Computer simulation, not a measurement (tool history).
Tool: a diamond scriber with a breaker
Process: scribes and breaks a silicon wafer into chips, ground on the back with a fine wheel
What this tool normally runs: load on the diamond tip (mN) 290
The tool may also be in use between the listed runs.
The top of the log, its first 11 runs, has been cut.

run	day	load on the diamond tip (mN)	wafers since the last listed run	hours since the diamond tip was replaced	hours since the load on the tip was calibrated	incoming depth of the damage left on the back of the incoming wafer, um	depth of the median crack under the scribed line (um)	chips rejected at inspection after the break (%)
# day 10.842: diamond tip replaced by a new one
12	11.229	262	45	9.3	1838.6	1.92	8.64	3.84
13	12.717	262	78	45	1874.3	1.53	8.58	4.05
14	14.083	290	72	77.8	1907.1	2.89	9.07	3.78
15	14.833	253	39	95.8	1925.1	1.68	8.22	7.08
16	15.529	369	36	112.5	1941.8	2.69	10.84	7.61
17	16.383	253	45	133	1962.3	1.78	8.11	8.16
18	19.583	340	168	209.8	2039.1	1.63	9.89	1.42
19	20.5	290	48	231.8	2061.1	2.96	8.78	6.06
20	21.154	230	34	247.5	2076.8	2.89	7.18	24.58
21	21.688	345	28	260.3	2089.6	2.62	9.84	2.64
# day 24.621: load on the tip recalibrated
22	25.879	369	216	360.9	30.2	2.39	10.13	2.55
23	27.029	359	60	388.5	57.8	1.84	9.82	1.22
24	27.654	210	32	403.5	72.8	2.08	6.48	37.67
# day 28.196: diamond tip replaced by a new one
25	28.825	245	57	15.1	100.9	2.7	8.27	8.64
26	29.967	341	60	42.5	128.3	2.83	10.79	5.67
27	31.217	366	65	72.5	158.3	2.81	11.29	8.87
28	32.625	361	74	106.3	192.1	1.81	10.97	5.94
29	34.071	344	76	141	226.8	2.13	10.36	3.15
30	34.675	234	31	155.5	241.3	1.89	7.59	13.67
31	35.412	290	38	173.2	259	2.59	8.85	3.59

Each row is a separate what-if for the run after 31, all from the same tool condition, not one after another. Results?
A	35.442	290	1	173.9	259.7	1.85	?	?
B	35.442	259	1	173.9	259.7	1.85	?	?
C	35.442	355	1	173.9	259.7	1.85	?	?

run	depth of the median crack under the scribed line (um)	chips rejected at inspection after the break (%)
A	9.16	1.89
B	8.36	6.53
C	10.73	3.62
With the hidden condition removed and each run's random variation left untouched, the same runs would have given:
run	depth of the median crack under the scribed line (um)	chips rejected at inspection after the break (%)
A	9.66	1.05
B	8.82	3.33
C	11.31	6.95

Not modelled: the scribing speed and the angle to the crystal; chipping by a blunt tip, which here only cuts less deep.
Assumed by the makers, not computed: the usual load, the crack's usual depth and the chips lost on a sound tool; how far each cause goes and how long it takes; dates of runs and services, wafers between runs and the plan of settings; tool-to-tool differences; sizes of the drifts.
